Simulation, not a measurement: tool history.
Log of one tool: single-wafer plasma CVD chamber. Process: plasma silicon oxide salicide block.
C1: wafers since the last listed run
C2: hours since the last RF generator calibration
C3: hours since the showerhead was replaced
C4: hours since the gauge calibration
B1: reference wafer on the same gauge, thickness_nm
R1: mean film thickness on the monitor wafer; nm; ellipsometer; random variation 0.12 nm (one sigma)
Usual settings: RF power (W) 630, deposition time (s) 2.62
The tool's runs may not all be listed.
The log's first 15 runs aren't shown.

{"run": 16, "day": 25.908, "RF power (W)": 600, "deposition time (s)": 2.93, "C1": 889, "C2": 629.6, "C3": 5338.2, "C4": 1136.1, "B1": 30.222, "R1": 30.288}
{"run": 17, "day": 27.767, "RF power (W)": 630, "deposition time (s)": 2.62, "C1": 1442, "C2": 674.2, "C3": 5382.8, "C4": 1180.7, "B1": 30.196, "R1": 27.406}
{"run": 18, "day": 30.642, "RF power (W)": 630, "deposition time (s)": 2.62, "C1": 2232, "C2": 743.2, "C3": 5451.8, "C4": 1249.7, "B1": 30.187, "R1": 27.453}
{"day": 32.371, "done": "showerhead replaced"}
{"run": 19, "day": 32.675, "RF power (W)": 530, "deposition time (s)": 3.0, "C1": 1319, "C2": 792.0, "C3": 7.3, "C4": 1298.5, "B1": 30.223, "R1": 30.55}
{"run": 20, "day": 35.258, "RF power (W)": 750, "deposition time (s)": 2.15, "C1": 2005, "C2": 854.0, "C3": 69.3, "C4": 1360.5, "B1": 30.189, "R1": 23.177}
{"run": 21, "day": 37.829, "RF power (W)": 695, "deposition time (s)": 2.62, "C1": 1996, "C2": 915.7, "C3": 131.0, "C4": 1422.2, "B1": 30.19, "R1": 27.854}
{"run": 22, "day": 39.0, "RF power (W)": 630, "deposition time (s)": 2.26, "C1": 909, "C2": 943.8, "C3": 159.1, "C4": 1450.3, "B1": 30.171, "R1": 23.632}
{"run": 23, "day": 40.617, "RF power (W)": 630, "deposition time (s)": 2.62, "C1": 1255, "C2": 982.6, "C3": 197.9, "C4": 1489.1, "B1": 30.192, "R1": 27.508}
{"run": 24, "day": 43.558, "RF power (W)": 575, "deposition time (s)": 3.14, "C1": 2284, "C2": 1053.2, "C3": 268.5, "C4": 1559.7, "B1": 30.179, "R1": 32.4}
{"run": 25, "day": 45.604, "RF power (W)": 680, "deposition time (s)": 2.85, "C1": 1588, "C2": 1102.3, "C3": 317.6, "C4": 1608.8, "B1": 30.171, "R1": 30.377}
{"run": 26, "day": 47.396, "RF power (W)": 755, "deposition time (s)": 2.62, "C1": 1391, "C2": 1145.3, "C3": 360.6, "C4": 1651.8, "B1": 30.206, "R1": 28.259}
{"day": 48.517, "done": "gauge calibrated"}
{"run": 27, "day": 50.204, "RF power (W)": 630, "deposition time (s)": 2.1, "C1": 2180, "C2": 1212.7, "C3": 428.0, "C4": 40.5, "B1": 30.192, "R1": 22.106}
{"run": 28, "day": 51.292, "RF power (W)": 630, "deposition time (s)": 2.62, "C1": 844, "C2": 1238.8, "C3": 454.1, "C4": 66.6, "B1": 30.222, "R1": 27.523}
{"run": 29, "day": 52.696, "RF power (W)": 595, "deposition time (s)": 3.03, "C1": 1090, "C2": 1272.5, "C3": 487.8, "C4": 100.3, "B1": 30.193, "R1": 31.523}
{"run": 30, "day": 55.467, "RF power (W)": 630, "deposition time (s)": 2.62, "C1": 2151, "C2": 1339.0, "C3": 554.3, "C4": 166.8, "B1": 30.191, "R1": 27.551}
{"day": 56.921, "done": "RF generator calibrated"}
{"run": 31, "day": 64.417, "RF power (W)": 670, "deposition time (s)": 3.08, "C1": 6690, "C2": 179.9, "C3": 769.1, "C4": 381.6, "B1": 30.212, "R1": 32.513}
{"run": 32, "day": 66.696, "RF power (W)": 520, "deposition time (s)": 2.76, "C1": 1769, "C2": 234.6, "C3": 823.8, "C4": 436.3, "B1": 30.207, "R1": 28.123}
{"run": 33, "day": 69.496, "RF power (W)": 575, "deposition time (s)": 3.14, "C1": 2174, "C2": 301.8, "C3": 891.0, "C4": 503.5, "B1": 30.203, "R1": 32.276}
{"run": 34, "day": 71.554, "RF power (W)": 630, "deposition time (s)": 3.04, "C1": 1598, "C2": 351.2, "C3": 940.4, "C4": 552.9, "B1": 30.208, "R1": 31.871}
{"run": 35, "day": 73.821, "RF power (W)": 595, "deposition time (s)": 2.25, "C1": 1759, "C2": 405.6, "C3": 994.8, "C4": 607.3, "B1": 30.205, "R1": 23.31}
{"run": 36, "day": 75.2, "RF power (W)": 630, "deposition time (s)": 2.86, "C1": 1070, "C2": 438.7, "C3": 1027.9, "C4": 640.4, "B1": 30.187, "R1": 29.881}
{"run": 37, "day": 81.017, "RF power (W)": 750, "deposition time (s)": 2.81, "C1": 4516, "C2": 578.3, "C3": 1167.5, "C4": 780.0, "B1": 30.199, "R1": 30.308}

5 ways to go on from here, each from the tool as it stands after run 37. What would each give?
{"run": "A", "day": 81.033, "RF power (W)": 630, "deposition time (s)": 2.62, "C1": 12, "C2": 578.7, "C3": 1167.9, "C4": 780.4, "B1": "?", "R1": "?"}
{"run": "B", "day": 81.033, "RF power (W)": 670, "deposition time (s)": 2.78, "C1": 12, "C2": 578.7, "C3": 1167.9, "C4": 780.4, "B1": "?", "R1": "?"}
{"run": "C", "day": 81.033, "RF power (W)": 680, "deposition time (s)": 2.32, "C1": 12, "C2": 578.7, "C3": 1167.9, "C4": 780.4, "B1": "?", "R1": "?"}
{"run": "D", "day": 81.033, "RF power (W)": 700, "deposition time (s)": 2.19, "C1": 12, "C2": 578.7, "C3": 1167.9, "C4": 780.4, "B1": "?", "R1": "?"}
{"run": "E", "day": 81.033, "RF power (W)": 670, "deposition time (s)": 2.62, "C1": 12, "C2": 578.7, "C3": 1167.9, "C4": 780.4, "B1": "?", "R1": "?"}

run=A B1=30.223 R1=27.466
run=B B1=30.223 R1=29.470
run=C B1=30.223 R1=24.660
run=D B1=30.223 R1=23.404
run=E B1=30.223 R1=27.773
Without the tool's hidden state the same runs would have given:
run=A R1=27.466
run=B R1=29.470
run=C R1=24.660
run=D R1=23.404
run=E R1=27.773
